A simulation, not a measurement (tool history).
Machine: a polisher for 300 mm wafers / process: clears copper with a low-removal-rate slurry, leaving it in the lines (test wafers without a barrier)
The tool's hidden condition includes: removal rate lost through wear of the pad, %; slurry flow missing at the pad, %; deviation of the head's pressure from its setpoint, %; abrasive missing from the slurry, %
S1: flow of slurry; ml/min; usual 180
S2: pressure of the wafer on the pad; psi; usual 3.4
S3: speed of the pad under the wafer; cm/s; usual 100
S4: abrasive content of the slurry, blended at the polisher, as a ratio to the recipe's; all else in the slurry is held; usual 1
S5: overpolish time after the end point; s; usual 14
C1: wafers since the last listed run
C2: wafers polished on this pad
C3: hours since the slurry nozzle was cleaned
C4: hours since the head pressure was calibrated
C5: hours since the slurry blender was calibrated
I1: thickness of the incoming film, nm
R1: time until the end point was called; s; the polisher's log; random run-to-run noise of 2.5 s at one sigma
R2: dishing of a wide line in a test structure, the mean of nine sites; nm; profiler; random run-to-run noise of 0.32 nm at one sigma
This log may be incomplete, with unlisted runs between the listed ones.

run	hour	S1	S2	S3	S4	S5	C1	C2	C3	C4	C5	I1	R1	R2
1	0	180	3.4	100	1	14	0	2203	361.4	267.2	371.4	520.8	209.3	23.4
2	85.2	180	3.4	100	1	14	442	2645	446.6	352.4	456.6	524.2	222.7	23
# hour 90.5: worn pad replaced by a new one
# hour 92.5: slurry blender recalibrated
3	149.3	180	3.4	100	1	14	301	295	510.7	416.5	56.8	520.5	176.7	26.1
# hour 153.9: slurry nozzle cleaned
# hour 161: head pressure recalibrated
4	217.8	180	4.2	100	1	14	339	634	63.9	56.8	125.3	522.3	158	31.8
5	308.6	180	4.2	100	1	14	471	1106	154.7	147.6	216.1	516.3	156	30.4
6	402.8	180	4.2	100	1	14	488	1595	248.9	241.8	310.3	509.2	163.2	29.2
# hour 501.3: worn pad replaced by a new one
7	501.7	180	3.4	100	1	14	492	1	347.8	340.7	409.2	510.8	182.7	26.4
# hour 574.1: head pressure recalibrated
8	587.1	180	3.4	100	1	14	432	434	433.2	13	494.6	516.2	195.1	25
# hour 606.3: slurry blender recalibrated
# hour 637: slurry nozzle cleaned
9	680.5	180	3.8	120	1	14	469	903	43.5	106.4	74.2	523	142.9	34.1
10	741.6	180	3.4	100	1	14	317	1221	104.6	167.5	135.3	516.3	192.5	25.4
11	806.2	180	3.4	100	1	14	335	1556	169.2	232.1	199.9	518.8	201.2	24.8
# hour 888.1: worn pad replaced by a new one
12	897.2	180	3.4	100	1	14	451	47	260.2	323.1	290.9	514.1	178.1	27.3
13	978	160	4.3	100	1	14	419	466	341	403.9	371.7	509.6	151.4	31.5
# hour 1059.3: head pressure recalibrated
# hour 1072.3: slurry blender recalibrated
14	1076.1	180	2.8	100	1.1	14	488	955	439.1	16.8	3.8	505.1	215.3	22.7
# hour 1121.2: slurry nozzle cleaned
15	1171.6	180	2.4	100	1	14	490	1445	50.4	112.3	99.3	518.7	262.1	18.9
16	1279.2	180	2.8	134	1	14	558	2004	158	219.9	206.9	516.4	179.6	26.3
17	1344	180	3.4	100	1	14	336	2340	222.8	284.7	271.7	518.5	203.1	23.8
# hour 1401.2: worn pad replaced by a new one
18	1422.1	180	3	100	1	14	384	108	300.9	362.8	349.8	514.9	206.9	23.3
# hour 1514.2: slurry blender recalibrated
# hour 1523.6: head pressure recalibrated
19	1524.1	180	2.9	100	1	14	508	616	402.9	0.5	9.9	520.4	214.7	23.3
# hour 1594.5: slurry nozzle cleaned
20	1597.1	180	3.4	100	0.75	14	373	990	2.6	73.5	82.9	510.6	196.5	25.5
21	1734	225	2.9	100	1	14	710	1701	139.5	210.4	219.8	512.6	216.7	22.6
22	1817.8	180	2.4	68	1.25	17	434	2136	223.3	294.2	303.6	520.6	405.7	15.6
# hour 1869.6: worn pad replaced by a new one
23	1900.4	180	3.4	100	1	14	407	159	305.9	376.8	386.2	521.6	186	25.6
# hour 1915: slurry blender recalibrated
24	1945.3	180	3.4	100	1	14	222	382	350.8	421.7	30.3	519.9	183.4	26.3
# hour 1975.2: head pressure recalibrated
# hour 1986.8: slurry nozzle cleaned
25	2033.2	180	3	100	1	14	440	823	46.4	58	118.2	519	207.4	23.8
26	2170.1	180	3.4	100	0.85	14	710	1533	183.3	194.9	255.1	508.4	195	24.5
27	2274	180	2.5	84	1	14	539	2072	287.2	298.8	359	522.8	326.2	15.7

A few steps of R1 between consecutive runs. Split each: what settings, incoming material and random variation would produce without the hidden state, and what is left over for the hidden state, along with gauge scatter present in only one of the two compared results (measured, and without hidden state):
Run 2 -> 3: worn pad replaced by a new one, slurry blender recalibrated. R1 -46 s: hidden state -39.1, all else -6.9.
Run 21 -> 22: S1 225 -> 180, S2 2.9 -> 2.4, S3 100 -> 68, S4 1 -> 1.25, S5 14 -> 17. R1 +189 s: hidden state +32.6, all else +156.4.
Run 22 -> 23: S2 2.4 -> 3.4, S3 68 -> 100, S4 1.25 -> 1, S5 17 -> 14, worn pad replaced by a new one. R1 -219.7 s: hidden state -45.1, all else -174.6.

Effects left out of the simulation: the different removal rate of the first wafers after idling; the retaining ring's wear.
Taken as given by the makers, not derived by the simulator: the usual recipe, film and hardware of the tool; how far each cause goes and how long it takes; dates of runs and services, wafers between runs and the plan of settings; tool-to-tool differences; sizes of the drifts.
